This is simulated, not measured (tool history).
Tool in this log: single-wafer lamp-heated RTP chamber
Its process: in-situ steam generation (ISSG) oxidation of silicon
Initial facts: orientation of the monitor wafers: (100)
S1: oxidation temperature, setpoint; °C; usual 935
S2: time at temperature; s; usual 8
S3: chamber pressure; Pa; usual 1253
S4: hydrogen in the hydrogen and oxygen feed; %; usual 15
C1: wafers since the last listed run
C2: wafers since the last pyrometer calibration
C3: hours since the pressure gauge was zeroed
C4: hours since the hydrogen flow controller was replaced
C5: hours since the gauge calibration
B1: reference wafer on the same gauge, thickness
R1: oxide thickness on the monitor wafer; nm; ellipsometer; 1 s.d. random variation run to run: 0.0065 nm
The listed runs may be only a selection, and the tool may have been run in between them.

run   hour   S1  S2    S3  S4   C1    C2      C3      C4     C5     B1     R1
  1      0  935   8  1253  15    0  1148  2153.2  4236.1    9.3  2.385   2.97
  2   32.3  935   8  1253  15  268  1416  2185.5  4268.4   41.6  2.394  2.974
  3   58.4  946   8  1173  15  216  1633  2211.6  4294.5   67.7  2.397  3.074
  4   93.6  946   8  1173  15  292  1926  2246.8  4329.7  102.9  2.406  3.069
  5  105.6  935   8  1253  15   99  2026  2258.8  4341.7  114.9  2.408  2.999
  6  138.4  935   8  1253  15  272  2298  2291.6  4374.5  147.7  2.412      3
  7  159.1  935   8  1253  15  172  2470  2312.3  4395.2  168.4  2.413   3.01
  8  188.6  935   8  1253  15  245  2715  2341.8  4424.7  197.9  2.412  3.003
       204  -- pyrometer window cleaned and pyrometer calibrated
  9  207.7  943   8  1253  15   92    30  2360.9  4443.8    217  2.415  3.051
 10  235.8  943   8  1253  15  233   264    2389  4471.9  245.1  2.417   3.06
 11  268.3  943   8  1253  15  270   534  2421.5  4504.4  277.6  2.421  3.065
 12  283.8  935   8  1253  15  128   662    2437  4519.9  293.1  2.425  3.026
 13    300  935   8  1253  11  134   797  2453.2  4536.1  309.3  2.423  2.805
       313  -- pressure gauge zeroed
 14    323  935   8  1253  11  124   922      10  4559.1  332.3  2.425   2.81
 15  358.1  935   8  1253  15  291  1214    45.1  4594.2  367.4  2.425  3.012
     396.8  -- hydrogen flow controller replaced
 16  397.3  935  11  1253  15  259  1473    84.3     0.5  406.6  2.426  3.389
 17  412.6  935   8  1253  15  127  1600    99.6    15.8  421.9  2.428  3.018
 18  430.9  918  11  1333  21  152  1752   117.9    34.1  440.2  2.426  3.478
 19  444.5  935   5  1253  15  113  1865   131.5    47.7  453.8  2.428  2.571

Forecast run 20:
 20  474.4  935   8  1253  15  248  2114  161.4  77.6  483.7   ?   ?

B1: 2.429
R1: 3.022 nm
Minus the tool's unlogged condition, the same run would have read R1 2.963 nm.

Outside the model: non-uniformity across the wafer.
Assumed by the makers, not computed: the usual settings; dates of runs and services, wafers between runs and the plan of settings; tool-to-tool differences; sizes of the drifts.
